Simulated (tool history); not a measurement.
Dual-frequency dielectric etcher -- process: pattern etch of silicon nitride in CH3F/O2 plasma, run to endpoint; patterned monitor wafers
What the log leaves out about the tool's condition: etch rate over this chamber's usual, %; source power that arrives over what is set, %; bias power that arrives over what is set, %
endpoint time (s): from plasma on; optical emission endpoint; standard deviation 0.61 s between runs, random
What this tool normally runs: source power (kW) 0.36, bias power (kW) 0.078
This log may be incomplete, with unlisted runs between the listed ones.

run   hour  source power (kW)  bias power (kW)  wafers since the last listed run  hours since the last wet clean  hours since the last source power generator calibration  hours since the last bias power generator calibration  hours since the last upper electrode change  incoming incoming film thickness, nm  endpoint time (s)
  1      0               0.31            0.078                                 0                           333.8                                                   4104.8                                                 4229.7                                       4243.8                                  84.4              104.3
  2   15.3               0.36            0.078                               100                           349.1                                                   4120.1                                                   4245                                       4259.1                                    84               94.4
  3   46.9               0.39            0.078                               206                           380.7                                                   4151.7                                                 4276.6                                       4290.7                                  84.3               90.3
  4   70.9               0.36            0.078                               156                           404.7                                                   4175.7                                                 4300.6                                       4314.7                                    84               94.8
  5   88.6               0.36            0.078                               115                           422.4                                                   4193.4                                                 4318.3                                       4332.4                                  84.2               95.1
  6  103.3               0.36            0.078                                96                           437.1                                                   4208.1                                                   4333                                       4347.1                                  84.7               96.1
     138.5  -- upper electrode replaced
  7    139               0.36            0.078                                76                           472.8                                                   4243.8                                                 4368.7                                          0.5                                  84.8               97.2
  8  156.2                0.4            0.061                               112                             490                                                     4261                                                 4385.9                                         17.7                                  83.4               94.9
  9  185.5               0.31            0.072                               191                           519.3                                                   4290.3                                                 4415.2                                           47                                  84.2              108.5
 10  218.6               0.29            0.072                               216                           552.4                                                   4323.4                                                 4448.3                                         80.1                                  84.7              114.4
     251.7  -- bias power generator calibrated
 11  252.4               0.38            0.086                               194                           586.2                                                   4357.2                                                    0.7                                        113.9                                  84.3               92.4
     269.6  -- source power generator calibrated
     299.4  -- wet clean of the chamber
 12    313               0.28            0.094                               213                            13.6                                                     43.4                                                   61.3                                        174.5                                  84.7              103.7
 13  342.2               0.36            0.078                               190                            42.8                                                     72.6                                                   90.5                                        203.7                                  84.4               94.7
 14  378.1               0.36            0.078                               234                            78.7                                                    108.5                                                  126.4                                        239.6                                  84.3               93.6

Below are 3 alternative next runs, each starting from the tool's condition after run 14. Predict each:
  A  378.6               0.36            0.087                                 3                            79.2                                                      109                                                  126.9                                        240.1                                  84.4                  ?
  B  378.6               0.41            0.091                                 3                            79.2                                                      109                                                  126.9                                        240.1                                  84.4                  ?
  C  378.6               0.45            0.078                                 3                            79.2                                                      109                                                  126.9                                        240.1                                  84.4                  ?

run  endpoint time (s)
  A               91.2
  B               83.6
  C               82.7
Without the tool's unlogged condition, the same runs would have read:
run  endpoint time (s)
  A               90.8
  B               83.2
  C               82.3
